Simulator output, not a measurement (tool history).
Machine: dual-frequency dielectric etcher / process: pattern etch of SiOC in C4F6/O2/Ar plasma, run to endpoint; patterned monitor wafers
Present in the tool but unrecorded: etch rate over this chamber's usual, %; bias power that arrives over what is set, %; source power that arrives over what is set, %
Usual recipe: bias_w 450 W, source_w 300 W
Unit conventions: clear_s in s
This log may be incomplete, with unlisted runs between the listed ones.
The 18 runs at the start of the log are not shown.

run    hour  bias_w  source_w  wafers since the last listed run  hours since the last wet clean  hours since the last bias power generator calibration  hours since the last source power generator calibration  hours since the last upper electrode change  incoming incoming film thickness, nm  clear_s
 19   932.3     450       380                               575                           271.2                                                 4357.1                                                   3139.1                                        272.7                                 37.21     12.9
      981.7  -- bias power generator calibrated
 20   982.7     373       380                               696                           321.6                                                      1                                                   3189.5                                        323.1                                 37.66     14.2
 21  1013.4     450       280                               461                           352.3                                                   31.7                                                   3220.2                                        353.8                                 37.37     14.7
     1021.5  -- source power generator calibrated
 22  1068.1     450       300                               761                             407                                                   86.4                                                     46.6                                        408.5                                 37.37       14
 23  1124.5     450       300                               846                           463.4                                                  142.8                                                      103                                        464.9                                 37.37     14.1
     1167.3  -- wet clean of the chamber
 24    1311     450       300                              2440                           143.7                                                  329.3                                                    289.5                                        651.4                                 37.45     13.9
 25  1342.5     381       370                               473                           175.2                                                  360.8                                                      321                                        682.9                                    37     13.7
 26  1377.2     450       240                               521                           209.9                                                  395.5                                                    355.7                                        717.6                                 37.25     15.1
 27  1534.8     450       300                              2366                           367.5                                                  553.1                                                    513.3                                        875.2                                  37.3       14
     1564.7  -- wet clean of the chamber
 28  1593.8     450       300                               525                            29.1                                                  612.1                                                    572.3                                        934.2                                 37.34     13.7
 29  1619.5     352       270                               385                            54.8                                                  637.8                                                      598                                        959.9                                 37.16       16
 30  1660.9     493       340                               621                            96.2                                                  679.2                                                    639.4                                       1001.3                                 37.08     12.6
 31  1695.7     450       300                               522                             131                                                    714                                                    674.2                                       1036.1                                 36.78     13.7
 32  1727.7     417       360                               480                             163                                                    746                                                    706.2                                       1068.1                                  37.3     13.3
 33  1773.2     538       340                               683                           208.5                                                  791.5                                                    751.7                                       1113.6                                 37.11     12.2
 34  1841.2     450       340                              1021                           276.5                                                  859.5                                                    819.7                                       1181.6                                 37.25     13.4
 35  1885.1     357       370                               659                           320.4                                                  903.4                                                    863.6                                       1225.5                                 37.36     14.4

Branching from run 35: 4 alternative next runs. What would each branch give?
  A  1885.5     450       350                                 6                           320.8                                                  903.8                                                      864                                       1225.9                                 37.43        ?
  B  1885.5     485       330                                 6                           320.8                                                  903.8                                                      864                                       1225.9                                 37.43        ?
  C  1885.5     402       270                                 6                           320.8                                                  903.8                                                      864                                       1225.9                                 37.43        ?
  D  1885.5     413       300                                 6                           320.8                                                  903.8                                                      864                                       1225.9                                 37.43        ?

run  clear_s
  A     13.3
  B     13.1
  C     15.4
  D     14.6
Without the tool's unlogged condition, the same runs would have read:
run  clear_s
  A       13
  B     12.8
  C     15.1
  D     14.3
